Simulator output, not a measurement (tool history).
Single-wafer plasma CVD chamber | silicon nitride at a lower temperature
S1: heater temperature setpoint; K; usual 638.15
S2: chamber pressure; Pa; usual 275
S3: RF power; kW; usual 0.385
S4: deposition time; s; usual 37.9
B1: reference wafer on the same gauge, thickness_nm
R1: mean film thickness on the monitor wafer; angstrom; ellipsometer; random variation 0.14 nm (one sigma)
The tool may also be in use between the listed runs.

run	hour	S1	S2	S3	S4	B1	R1
1	0.0	638.15	275	0.385	37.9	62.805	548.61
2	61.3	638.15	275	0.385	37.9	62.902	550.60
3	97.6	638.15	275	0.385	37.9	62.855	549.25
4	183.7	638.15	275	0.385	37.9	62.837	549.95
# hour 223.5: showerhead replaced
5	264.0	638.15	275	0.435	40.8	62.909	659.72
6	300.5	638.15	275	0.435	40.8	62.862	661.15
7	365.0	638.15	275	0.385	34.5	62.925	501.51
# hour 392.5: RF generator calibrated
8	402.3	638.15	275	0.385	34.5	62.904	502.40
9	479.2	638.15	275	0.385	34.5	62.891	499.60
10	518.3	638.15	275	0.450	37.9	62.877	629.72
# hour 545.0: gauge calibrated
11	570.2	638.15	212	0.425	44.9	62.914	680.74
12	631.1	638.15	275	0.385	37.9	62.947	548.94
13	694.2	632.15	332	0.405	31.2	62.876	490.38
14	739.3	638.15	275	0.385	37.9	62.947	548.89
# hour 817.6: thermocouple changed; heater temperature recalibrated
15	818.5	647.15	308	0.445	37.9	62.871	635.49
# hour 826.7: capacitance manometer re-zeroed and calibrated
16	865.8	638.15	331	0.450	31.2	62.965	534.74
17	947.6	638.15	275	0.385	37.9	62.867	549.47
18	1017.8	646.15	332	0.345	39.9	62.928	531.41
19	1097.2	638.15	275	0.340	37.9	62.936	485.73
20	1133.4	629.15	275	0.385	44.8	62.926	654.06
21	1189.1	642.15	275	0.365	37.9	62.927	519.07
22	1260.8	638.15	331	0.450	31.2	62.861	536.82
23	1469.7	652.15	311	0.460	41.9	62.864	720.59
24	1554.0	643.15	244	0.340	33.3	62.877	416.32
25	1642.3	638.15	275	0.385	37.9	62.926	546.69
26	1712.1	638.15	275	0.450	37.9	62.898	632.17
# hour 1748.2: capacitance manometer re-zeroed and calibrated
27	1772.2	638.15	275	0.385	37.9	62.878	549.37
28	1860.2	643.15	244	0.340	33.3	62.911	416.06

Forecast each of these 4 alternatives for the next run:
A	1860.6	638.15	275	0.385	31.7	?	?
B	1860.6	638.15	255	0.385	37.9	?	?
C	1860.6	632.15	219	0.335	40.4	?	?
D	1860.6	650.15	275	0.335	37.9	?	?

run	B1	R1
A	62.968	458.86
B	62.968	541.75
C	62.968	488.49
D	62.968	471.79
Without the tool's hidden state the same runs would have given:
run	R1
A	458.86
B	541.75
C	488.49
D	471.79

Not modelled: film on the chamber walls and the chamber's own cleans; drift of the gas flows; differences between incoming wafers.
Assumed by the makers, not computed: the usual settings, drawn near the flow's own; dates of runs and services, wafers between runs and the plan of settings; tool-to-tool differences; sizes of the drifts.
